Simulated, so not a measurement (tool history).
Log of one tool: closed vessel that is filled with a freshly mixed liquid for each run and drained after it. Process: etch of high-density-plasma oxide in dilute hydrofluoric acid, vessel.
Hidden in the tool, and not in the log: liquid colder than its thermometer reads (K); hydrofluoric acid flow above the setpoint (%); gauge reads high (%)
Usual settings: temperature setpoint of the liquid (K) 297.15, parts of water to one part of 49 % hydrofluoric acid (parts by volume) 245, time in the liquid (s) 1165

| run | hour | temperature setpoint of the liquid (K) | parts of water to one part of 49 % hydrofluoric acid (parts by volume) | time in the liquid (s) | wafers since the last listed run | hours since the thermometer was replaced | hours since the hydrofluoric acid flow meter was replaced | hours since the gauge calibration | read-back film thickness of the high-density-plasma oxide reference wafer, read on the same gauge (nm) | thickness taken off the high-density-plasma oxide on a monitor wafer (angstrom) |
|---|---|---|---|---|---|---|---|---|---|---|
| 1 | 0 | 297.15 | 245 | 1165 | 0 | 1357.6 | 1238.7 | 393.1 | 30 | 444.4 |
| 2 | 32 | 297.15 | 245 | 1165 | 1224 | 1389.6 | 1270.7 | 425.1 | 29.99 | 444.9 |
| 3 | 46.8 | 297.15 | 245 | 1165 | 566 | 1404.4 | 1285.5 | 439.9 | 29.99 | 446.6 |
| 4 | 67.9 | 297.15 | 245 | 1165 | 807 | 1425.5 | 1306.6 | 461 | 30.02 | 448.4 |
| 5 | 88.4 | 297.15 | 180 | 1165 | 784 | 1446 | 1327.1 | 481.5 | 29.99 | 659 |
| 6 | 108.5 | 297.15 | 180 | 1165 | 769 | 1466.1 | 1347.2 | 501.6 | 29.99 | 648 |
| 7 | 141.3 | 297.15 | 180 | 1165 | 1255 | 1498.9 | 1380 | 534.4 | 30.02 | 644.4 |
| 8 | 175.3 | 297.15 | 245 | 1165 | 1301 | 1532.9 | 1414 | 568.4 | 29.99 | 447.8 |
|  | 192.7 | thermometer replaced |
| 9 | 200.8 | 297.15 | 245 | 1165 | 937 | 8.1 | 1439.5 | 593.9 | 30.01 | 446.7 |
| 10 | 265.9 | 297.15 | 190 | 1165 | 2491 | 73.2 | 1504.6 | 659 | 30 | 617.4 |
| 11 | 287 | 294.65 | 175 | 950 | 807 | 94.3 | 1525.7 | 680.1 | 29.98 | 503.4 |
|  | 297.6 | gauge calibrated |
| 12 | 394.5 | 297.15 | 245 | 1825 | 4114 | 201.8 | 1633.2 | 96.9 | 29.98 | 715.6 |
| 13 | 426.7 | 297.15 | 335 | 1790 | 1232 | 234 | 1665.4 | 129.1 | 29.99 | 466.5 |
| 14 | 450.8 | 297.15 | 245 | 1165 | 922 | 258.1 | 1689.5 | 153.2 | 30.02 | 444.7 |
|  | 470.5 | hydrofluoric acid flow meter replaced |
| 15 | 472.4 | 302.15 | 195 | 1515 | 788 | 279.7 | 1.9 | 174.8 | 30.01 | 934.2 |
| 16 | 506.5 | 297.15 | 130 | 1165 | 1305 | 313.8 | 36 | 208.9 | 30.02 | 964.6 |
| 17 | 526.7 | 292.65 | 200 | 950 | 773 | 334 | 56.2 | 229.1 | 30 | 393.8 |
| 18 | 560.2 | 300.15 | 275 | 810 | 1282 | 367.5 | 89.7 | 262.6 | 30.01 | 302.6 |
| 19 | 595.8 | 297.15 | 245 | 1165 | 1362 | 403.1 | 125.3 | 298.2 | 30.01 | 449.9 |

What the log doesn't show, run by run:
liquid colder than its thermometer reads (K): 0 in every run
hydrofluoric acid flow above the setpoint (%): 0 in every run
gauge reads high (%): 0 in every run
